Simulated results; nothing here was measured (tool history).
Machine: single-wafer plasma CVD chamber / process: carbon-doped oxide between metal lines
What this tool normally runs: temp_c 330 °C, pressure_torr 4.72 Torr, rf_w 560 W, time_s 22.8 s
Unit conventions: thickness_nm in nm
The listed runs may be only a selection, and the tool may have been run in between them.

run,hour,temp_c,pressure_torr,rf_w,time_s,"read-back reference wafer on the same gauge, thickness_nm",thickness_nm
1,0,330,4.72,560,22.8,154.127,131.281
2,17.7,330,4.72,560,22.8,153.956,131.359
3,105.6,330,4.72,560,22.8,153.981,130.581
4,137.9,330,4.99,560,22.8,154.084,132.167
5,151.5,330,4.17,560,19.6,154.024,110.495
6,180,330,4.17,560,19.6,153.957,110.399
7,214.7,330,4.17,560,19.6,153.994,110.594
# hour 247.4: showerhead replaced
8,281.7,330,4.72,560,23.8,154.011,135.698
# hour 305.4: thermocouple changed; heater temperature recalibrated
9,315,330,4.72,560,22.8,154.044,131.149
# hour 334.6: capacitance manometer re-zeroed and calibrated
10,347.1,330,4.72,560,22.8,154.018,130.638
11,382.8,330,4.72,560,22.8,153.789,130.716
12,401.4,330,4.72,560,22.8,154.121,130.142
# hour 422.6: gauge calibrated
# hour 427.6: RF generator calibrated
13,428.1,319,4.29,645,21,154.008,133.729
14,441.6,330,5.69,560,22.8,153.995,135.892
15,456.8,320,4.72,560,27.2,154.139,162.457
16,479.4,330,4.72,560,22.8,153.929,132.225
17,512.5,330,4.17,560,19.6,154.019,111.392
18,526.4,324,4.72,560,22.8,154.133,134.97
19,548.3,330,5.05,490,22.8,153.861,124.514
20,567.9,330,3.76,560,20.8,154.152,116.281
21,581,330,3.87,665,20,154.025,122.993

What if the next run were any one of these 4? Each begins from the tool's condition after run 21:
A,581.4,330,4.72,560,22.8,?,?
B,581.4,344,4.23,560,22.8,?,?
C,581.4,330,4.72,560,26.6,?,?
D,581.4,336,4.72,560,22.8,?,?

run,"read-back reference wafer on the same gauge, thickness_nm",thickness_nm
A,153.985,132.261
B,153.985,124.606
C,153.985,153.923
D,153.985,129.952
Had the tool no hidden state, the same runs would have come out as:
run,thickness_nm
A,132.414
B,124.751
C,154.101
D,130.102
